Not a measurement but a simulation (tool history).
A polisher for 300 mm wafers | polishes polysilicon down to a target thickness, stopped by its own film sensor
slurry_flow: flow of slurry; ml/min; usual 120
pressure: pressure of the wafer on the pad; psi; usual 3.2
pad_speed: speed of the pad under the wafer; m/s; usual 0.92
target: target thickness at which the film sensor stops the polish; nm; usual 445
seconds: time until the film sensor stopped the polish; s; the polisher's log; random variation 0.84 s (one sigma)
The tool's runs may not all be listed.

run,hour,slurry_flow,pressure,pad_speed,target,"incoming thickness of the incoming film, nm",seconds
1,0.0,120,3.2,0.92,445,1168.3,107.7
2,11.4,120,3.2,0.92,445,1169.5,107.2
3,23.6,120,3.2,0.70,445,1183.5,135.4
4,34.1,120,3.2,0.70,445,1177.8,135.4
5,50.6,120,3.2,0.70,445,1171.0,134.7
6,68.0,120,3.2,0.92,445,1156.7,103.7
7,76.1,120,3.2,0.92,445,1162.1,104.8
8,83.1,120,3.2,0.92,445,1175.1,108.5
9,100.7,100,3.2,0.92,445,1177.6,114.1
# hour 105.5: worn pad replaced by a new one
10,117.7,100,3.2,0.92,445,1164.7,112.2
11,130.8,120,3.2,0.92,445,1147.3,103.0
12,147.0,120,3.2,0.92,445,1169.7,107.2
13,157.8,120,3.2,0.92,445,1173.5,106.5
14,166.8,120,3.2,0.92,445,1149.1,104.6
# hour 180.0: head pressure recalibrated
15,181.7,120,3.2,0.92,445,1177.0,108.3
16,198.5,145,3.2,0.92,445,1179.2,103.9
17,211.1,120,3.2,0.92,445,1158.1,104.1
18,219.4,140,2.8,0.92,545,1160.9,100.6
19,232.0,155,4.2,0.92,445,1163.3,76.6
20,243.2,120,3.2,0.92,445,1155.3,105.8
# hour 257.1: worn pad replaced by a new one
21,257.9,90,3.2,0.92,445,1157.0,114.7
# hour 293.3: slurry nozzle cleaned
22,293.8,100,2.5,0.92,445,1178.4,127.9
23,304.6,120,3.2,1.22,445,1189.6,79.1
24,322.1,120,3.2,0.92,445,1187.8,100.6
25,339.9,120,3.2,0.76,515,1162.7,102.9
26,346.1,120,3.2,0.92,445,1150.1,96.7
27,353.5,150,2.5,1.06,445,1175.4,107.0

Run 28 comes next. What will it give?
28,371.5,100,3.2,0.92,445,1175.1,?

Run 28 gave seconds 104.3 s.
Without the tool's hidden state the same run would have given seconds 101.6 s.

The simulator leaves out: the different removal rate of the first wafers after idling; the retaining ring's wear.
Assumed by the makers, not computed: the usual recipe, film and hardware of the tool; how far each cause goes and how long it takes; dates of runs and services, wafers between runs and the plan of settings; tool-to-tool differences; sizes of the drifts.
